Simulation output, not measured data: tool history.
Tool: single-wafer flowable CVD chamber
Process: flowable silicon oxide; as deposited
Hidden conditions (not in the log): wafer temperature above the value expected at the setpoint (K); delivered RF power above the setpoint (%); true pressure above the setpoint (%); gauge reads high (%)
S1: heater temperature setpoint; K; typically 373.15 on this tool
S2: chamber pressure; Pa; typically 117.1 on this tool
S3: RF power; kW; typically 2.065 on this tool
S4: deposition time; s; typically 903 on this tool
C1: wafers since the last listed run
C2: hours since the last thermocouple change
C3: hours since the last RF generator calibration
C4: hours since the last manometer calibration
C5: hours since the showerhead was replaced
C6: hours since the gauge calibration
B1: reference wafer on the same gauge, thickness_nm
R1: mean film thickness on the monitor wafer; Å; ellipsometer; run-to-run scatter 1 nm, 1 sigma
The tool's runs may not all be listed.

run	hour	S1	S2	S3	S4	C1	C2	C3	C4	C5	C6	B1	R1
1	0.0	373.15	117.1	2.065	785	0	946.4	2034.9	2595.8	3127.5	121.5	550.854	5745.55
2	9.7	373.15	117.1	2.065	785	13	956.1	2044.6	2605.5	3137.2	131.2	550.821	5738.57
3	20.2	373.15	117.1	2.065	1030	14	966.6	2055.1	2616.0	3147.7	141.7	550.895	7515.53
4	36.2	373.15	117.1	2.065	1030	22	982.6	2071.1	2632.0	3163.7	157.7	551.156	7523.53
5	50.3	373.15	117.1	2.065	1030	19	996.7	2085.2	2646.1	3177.8	171.8	551.143	7523.33
6	60.7	373.15	117.1	2.065	903	14	1007.1	2095.6	2656.5	3188.2	182.2	551.261	6582.23
7	74.1	373.15	117.1	2.065	903	18	1020.5	2109.0	2669.9	3201.6	195.6	551.041	6600.77
# hour 83.0: showerhead replaced
8	90.8	373.15	117.1	2.065	903	12	1037.2	2125.7	2686.6	7.8	212.3	551.246	6594.13
# hour 90.9: gauge calibrated
# hour 99.7: RF generator calibrated
9	107.0	361.15	117.1	2.065	903	11	1053.4	7.3	2702.8	24.0	16.1	550.876	9796.35
# hour 121.9: capacitance manometer re-zeroed and calibrated
10	122.4	373.15	117.1	2.065	903	10	1068.8	22.7	0.5	39.4	31.5	550.545	7178.25
11	129.4	373.15	117.1	2.065	903	9	1075.8	29.7	7.5	46.4	38.5	551.035	7155.61
12	141.2	373.15	117.1	2.065	903	16	1087.6	41.5	19.3	58.2	50.3	551.042	7159.86
13	148.4	367.15	117.1	1.885	903	9	1094.8	48.7	26.5	65.4	57.5	550.925	8614.91
# hour 162.6: thermocouple changed; heater temperature recalibrated
14	163.1	385.15	117.1	2.065	982	9	0.5	63.4	41.2	80.1	72.2	550.994	4786.74
15	174.6	373.15	127.2	2.400	824	15	12.0	74.9	52.7	91.6	83.7	551.008	6709.01
16	183.7	380.15	91.5	2.310	1009	12	21.1	84.0	61.8	100.7	92.8	550.954	4795.27
17	196.8	363.15	145.1	2.345	903	18	34.2	97.1	74.9	113.8	105.9	550.983	11623.66
18	204.0	373.15	117.1	2.065	903	9	41.4	104.3	82.1	121.0	113.1	550.822	6690.47
19	211.1	373.15	117.1	1.955	903	9	48.5	111.4	89.2	128.1	120.2	550.983	6608.92
20	228.8	382.15	132.0	1.855	966	24	66.2	129.1	106.9	145.8	137.9	550.936	5657.87
21	245.2	373.15	117.1	2.065	903	22	82.6	145.5	123.3	162.2	154.3	551.172	6735.51
22	259.8	378.15	117.1	2.065	903	20	97.2	160.1	137.9	176.8	168.9	550.645	5682.21
23	266.2	362.15	143.2	2.065	903	8	103.6	166.5	144.3	183.2	175.3	550.901	11703.12

Same runs, no hidden state in the tool, same run-to-run variation:
run	R1
1	5693.17
2	5686.64
3	7448.11
4	7457.03
5	7457.80
6	6525.55
7	6544.84
8	6539.45
9	9788.44
10	6547.44
11	6527.22
12	6531.87
13	7836.43
14	4714.41
15	6592.31
16	4701.25
17	11396.54
18	6539.66
19	6452.36
20	5507.80
21	6541.09
22	5501.45
23	11363.41

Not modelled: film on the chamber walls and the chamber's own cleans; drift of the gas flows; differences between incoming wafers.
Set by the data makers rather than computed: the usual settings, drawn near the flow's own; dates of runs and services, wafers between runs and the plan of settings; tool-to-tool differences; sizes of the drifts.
